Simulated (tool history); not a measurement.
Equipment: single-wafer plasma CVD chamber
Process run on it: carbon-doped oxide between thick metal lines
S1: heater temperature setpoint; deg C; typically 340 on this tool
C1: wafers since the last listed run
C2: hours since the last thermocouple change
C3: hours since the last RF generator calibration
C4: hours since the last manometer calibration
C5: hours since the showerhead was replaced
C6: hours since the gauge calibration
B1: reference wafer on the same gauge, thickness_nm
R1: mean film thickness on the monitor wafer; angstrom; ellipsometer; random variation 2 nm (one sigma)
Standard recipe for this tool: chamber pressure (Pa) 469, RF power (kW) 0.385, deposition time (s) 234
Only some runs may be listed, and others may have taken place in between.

{"run": 1, "hour": 0.0, "S1": 340, "chamber pressure (Pa)": 499, "RF power (kW)": 0.385, "deposition time (s)": 234, "C1": 0, "C2": 2088.4, "C3": 1674, "C4": 685.6, "C5": 2775.8, "C6": 180.8, "B1": 766.11, "R1": 8444.94}
{"run": 2, "hour": 100.4, "S1": 340, "chamber pressure (Pa)": 499, "RF power (kW)": 0.385, "deposition time (s)": 234, "C1": 603, "C2": 2188.8, "C3": 1774.4, "C4": 786, "C5": 2876.2, "C6": 281.2, "B1": 766.174, "R1": 8439.62}
{"run": 3, "hour": 122.5, "S1": 340, "chamber pressure (Pa)": 469, "RF power (kW)": 0.385, "deposition time (s)": 234, "C1": 132, "C2": 2210.9, "C3": 1796.5, "C4": 808.1, "C5": 2898.3, "C6": 303.3, "B1": 765.951, "R1": 8319.6}
{"run": 4, "hour": 149.6, "S1": 340, "chamber pressure (Pa)": 469, "RF power (kW)": 0.385, "deposition time (s)": 234, "C1": 163, "C2": 2238, "C3": 1823.6, "C4": 835.2, "C5": 2925.4, "C6": 330.4, "B1": 766.037, "R1": 8304.05}
{"run": 5, "hour": 164.5, "S1": 340, "chamber pressure (Pa)": 469, "RF power (kW)": 0.385, "deposition time (s)": 234, "C1": 89, "C2": 2252.9, "C3": 1838.5, "C4": 850.1, "C5": 2940.3, "C6": 345.3, "B1": 765.821, "R1": 8306.65}
{"run": 6, "hour": 185.2, "S1": 337, "chamber pressure (Pa)": 469, "RF power (kW)": 0.385, "deposition time (s)": 234, "C1": 124, "C2": 2273.6, "C3": 1859.2, "C4": 870.8, "C5": 2961, "C6": 366, "B1": 765.909, "R1": 8433.6}
{"hour": 210.4, "done": "capacitance manometer re-zeroed and calibrated"}
{"run": 7, "hour": 217.9, "S1": 340, "chamber pressure (Pa)": 469, "RF power (kW)": 0.385, "deposition time (s)": 222, "C1": 148, "C2": 2306.3, "C3": 1891.9, "C4": 7.5, "C5": 2993.7, "C6": 398.7, "B1": 765.72, "R1": 7753.99}
{"run": 8, "hour": 241.7, "S1": 340, "chamber pressure (Pa)": 469, "RF power (kW)": 0.385, "deposition time (s)": 261, "C1": 143, "C2": 2330.1, "C3": 1915.7, "C4": 31.3, "C5": 3017.5, "C6": 422.5, "B1": 765.962, "R1": 9134.52}
{"run": 9, "hour": 255.5, "S1": 340, "chamber pressure (Pa)": 469, "RF power (kW)": 0.385, "deposition time (s)": 234, "C1": 83, "C2": 2343.9, "C3": 1929.5, "C4": 45.1, "C5": 3031.3, "C6": 436.3, "B1": 766.137, "R1": 8204.3}
{"run": 10, "hour": 269.1, "S1": 340, "chamber pressure (Pa)": 469, "RF power (kW)": 0.385, "deposition time (s)": 234, "C1": 81, "C2": 2357.5, "C3": 1943.1, "C4": 58.7, "C5": 3044.9, "C6": 449.9, "B1": 766.085, "R1": 8192.84}
{"run": 11, "hour": 303.2, "S1": 340, "chamber pressure (Pa)": 469, "RF power (kW)": 0.385, "deposition time (s)": 234, "C1": 205, "C2": 2391.6, "C3": 1977.2, "C4": 92.8, "C5": 3079, "C6": 484, "B1": 765.822, "R1": 8193.48}
{"hour": 342.3, "done": "showerhead replaced"}
{"run": 12, "hour": 342.8, "S1": 340, "chamber pressure (Pa)": 469, "RF power (kW)": 0.385, "deposition time (s)": 234, "C1": 190, "C2": 2431.2, "C3": 2016.8, "C4": 132.4, "C5": 0.5, "C6": 523.6, "B1": 765.954, "R1": 8240.15}
{"run": 13, "hour": 367.5, "S1": 328, "chamber pressure (Pa)": 560, "RF power (kW)": 0.385, "deposition time (s)": 234, "C1": 148, "C2": 2455.9, "C3": 2041.5, "C4": 157.1, "C5": 25.2, "C6": 548.3, "B1": 766.016, "R1": 8908.4}
{"run": 14, "hour": 391.0, "S1": 335, "chamber pressure (Pa)": 425, "RF power (kW)": 0.35, "deposition time (s)": 214, "C1": 141, "C2": 2479.4, "C3": 2065, "C4": 180.6, "C5": 48.7, "C6": 571.8, "B1": 765.725, "R1": 6954.34}
{"run": 15, "hour": 415.6, "S1": 330, "chamber pressure (Pa)": 548, "RF power (kW)": 0.355, "deposition time (s)": 256, "C1": 147, "C2": 2504, "C3": 2089.6, "C4": 205.2, "C5": 73.3, "C6": 596.4, "B1": 766.074, "R1": 9062.78}
{"run": 16, "hour": 443.3, "S1": 340, "chamber pressure (Pa)": 512, "RF power (kW)": 0.385, "deposition time (s)": 253, "C1": 166, "C2": 2531.7, "C3": 2117.3, "C4": 232.9, "C5": 101, "C6": 624.1, "B1": 765.525, "R1": 9081.09}
{"hour": 447.3, "done": "gauge calibrated"}
{"run": 17, "hour": 466.8, "S1": 337, "chamber pressure (Pa)": 469, "RF power (kW)": 0.385, "deposition time (s)": 234, "C1": 141, "C2": 2555.2, "C3": 2140.8, "C4": 256.4, "C5": 124.5, "C6": 19.5, "B1": 765.503, "R1": 8308.4}
{"hour": 481.9, "done": "thermocouple changed; heater temperature recalibrated"}
{"hour": 483.9, "done": "RF generator calibrated"}
{"run": 18, "hour": 484.4, "S1": 340, "chamber pressure (Pa)": 587, "RF power (kW)": 0.44, "deposition time (s)": 196, "C1": 45, "C2": 2.5, "C3": 0.5, "C4": 274, "C5": 142.1, "C6": 37.1, "B1": 766.268, "R1": 8594.11}
{"run": 19, "hour": 510.5, "S1": 337, "chamber pressure (Pa)": 469, "RF power (kW)": 0.385, "deposition time (s)": 234, "C1": 157, "C2": 28.6, "C3": 26.6, "C4": 300.1, "C5": 168.2, "C6": 63.2, "B1": 765.975, "R1": 8856.57}
{"run": 20, "hour": 542.3, "S1": 340, "chamber pressure (Pa)": 469, "RF power (kW)": 0.415, "deposition time (s)": 234, "C1": 191, "C2": 60.4, "C3": 58.4, "C4": 331.9, "C5": 200, "C6": 95, "B1": 765.694, "R1": 9264.95}
{"run": 21, "hour": 574.3, "S1": 340, "chamber pressure (Pa)": 469, "RF power (kW)": 0.415, "deposition time (s)": 234, "C1": 192, "C2": 92.4, "C3": 90.4, "C4": 363.9, "C5": 232, "C6": 127, "B1": 765.903, "R1": 9242.09}
{"run": 22, "hour": 598.2, "S1": 351, "chamber pressure (Pa)": 536, "RF power (kW)": 0.385, "deposition time (s)": 191, "C1": 143, "C2": 116.3, "C3": 114.3, "C4": 387.8, "C5": 255.9, "C6": 150.9, "B1": 765.956, "R1": 7141.57}
{"run": 23, "hour": 632.9, "S1": 331, "chamber pressure (Pa)": 469, "RF power (kW)": 0.35, "deposition time (s)": 275, "C1": 208, "C2": 151, "C3": 149, "C4": 422.5, "C5": 290.6, "C6": 185.6, "B1": 766.029, "R1": 9797.07}

Here are 4 independent what-if runs from the current tool condition. What would each one return?
{"run": "A", "hour": 633.4, "S1": 340, "chamber pressure (Pa)": 469, "RF power (kW)": 0.385, "deposition time (s)": 234, "C1": 3, "C2": 151.5, "C3": 149.5, "C4": 423, "C5": 291.1, "C6": 186.1, "B1": "?", "R1": "?"}
{"run": "B", "hour": 633.4, "S1": 334, "chamber pressure (Pa)": 364, "RF power (kW)": 0.405, "deposition time (s)": 234, "C1": 3, "C2": 151.5, "C3": 149.5, "C4": 423, "C5": 291.1, "C6": 186.1, "B1": "?", "R1": "?"}
{"run": "C", "hour": 633.4, "S1": 340, "chamber pressure (Pa)": 371, "RF power (kW)": 0.385, "deposition time (s)": 279, "C1": 3, "C2": 151.5, "C3": 149.5, "C4": 423, "C5": 291.1, "C6": 186.1, "B1": "?", "R1": "?"}
{"run": "D", "hour": 633.4, "S1": 340, "chamber pressure (Pa)": 469, "RF power (kW)": 0.455, "deposition time (s)": 265, "C1": 3, "C2": 151.5, "C3": 149.5, "C4": 423, "C5": 291.1, "C6": 186.1, "B1": "?", "R1": "?"}

run=A B1=765.813 R1=8703.81
run=B B1=765.813 R1=8810.22
run=C B1=765.813 R1=9919.98
run=D B1=765.813 R1=11194.26
The same runs, with their run-to-run variation unchanged, on a tool lacking any hidden condition would have given:
run=A R1=8738.25
run=B R1=8903.62
run=C R1=10028.02
run=D R1=11221.98
